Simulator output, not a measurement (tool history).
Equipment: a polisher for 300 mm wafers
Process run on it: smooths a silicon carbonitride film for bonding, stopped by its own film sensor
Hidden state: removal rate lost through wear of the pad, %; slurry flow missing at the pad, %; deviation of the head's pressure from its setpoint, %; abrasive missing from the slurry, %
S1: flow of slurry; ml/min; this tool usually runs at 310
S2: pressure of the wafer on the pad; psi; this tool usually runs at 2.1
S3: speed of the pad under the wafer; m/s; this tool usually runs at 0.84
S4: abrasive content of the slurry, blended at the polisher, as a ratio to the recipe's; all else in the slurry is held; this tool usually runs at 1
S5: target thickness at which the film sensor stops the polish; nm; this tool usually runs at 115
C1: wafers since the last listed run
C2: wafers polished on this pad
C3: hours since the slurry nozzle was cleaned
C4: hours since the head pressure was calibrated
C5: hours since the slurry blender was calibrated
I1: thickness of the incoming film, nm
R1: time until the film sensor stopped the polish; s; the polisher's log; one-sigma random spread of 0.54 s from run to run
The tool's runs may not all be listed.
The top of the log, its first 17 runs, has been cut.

run    hour   S1   S2    S3    S4   S5    C1    C2     C3      C4     C5     I1    R1
 18   869.8  310  2.1  0.84     1  115   413   628  801.5   639.9    367  128.6    52
 19   924.5  310  1.5  0.76     1  120   348   976  856.2   694.6  421.7    130  58.7
 20   976.9  310  2.1  0.84     1  115   333  1310  908.6     747  474.1  131.7  66.1
     1008.5  -- slurry nozzle cleaned
     1029.2  -- slurry blender recalibrated
 21  1029.6  310  2.1  0.56   0.8  115   316  1626   21.1   799.7    0.4  129.5  84.9
 22  1084.8  230  2.6  0.84     1  111   351  1978   76.3   854.9   55.6    129  56.5
 23  1123.4  375  2.1  0.84     1  115   245  2224  114.9   893.5   94.2  128.9  50.9
 24  1149.4  310  2.1  0.84     1  115   165  2389  140.9   919.5  120.2  130.4  58.6
 25  1204.9  350  2.1   1.1     1  115   353  2743  196.4     975  175.7  132.4  51.7
 26  1260.9  375  2.6  0.84  0.85  112   356  3099  252.4    1031  231.7  128.6  54.2
     1271.3  -- worn pad replaced by a new one
 27  1306.9  310  2.1  0.84     1  115   267   227  298.4    1077  277.7  128.8  51.9
 28  1373.7  310  2.1   1.1  1.15  115   425   652  365.2  1143.8  344.5  132.8  50.6
     1398.6  -- head pressure recalibrated
     1533.2  -- slurry blender recalibrated
 29    1552  310  2.4  0.68     1  113  1109  1762  543.5   153.4   18.8  128.5  60.8
 30  1589.9  310  2.1  0.84     1  115   241  2003  581.4   191.3   56.7  130.4  58.5
 31  1637.2  405  2.1  0.62     1  115   301  2304  628.7   238.6    104  130.8  75.8

Here are 3 independent what-if runs from the current tool condition. What would each one return?
  A  1637.6  310  2.7  0.84     1  115   2  2307  629.1  239  104.4  132.3   ?
  B  1637.6  310  2.1   1.1  1.15  112   2  2307  629.1  239  104.4  132.3   ?
  C  1637.6  310  2.1  0.56   1.2  115   2  2307  629.1  239  104.4  132.3   ?

run    R1
  A  51.5
  B  58.4
  C  83.7
Take away the tool's hidden state, keep each run's random variation, and the runs would have read:
run    R1
  A  50.1
  B  56.8
  C  81.5

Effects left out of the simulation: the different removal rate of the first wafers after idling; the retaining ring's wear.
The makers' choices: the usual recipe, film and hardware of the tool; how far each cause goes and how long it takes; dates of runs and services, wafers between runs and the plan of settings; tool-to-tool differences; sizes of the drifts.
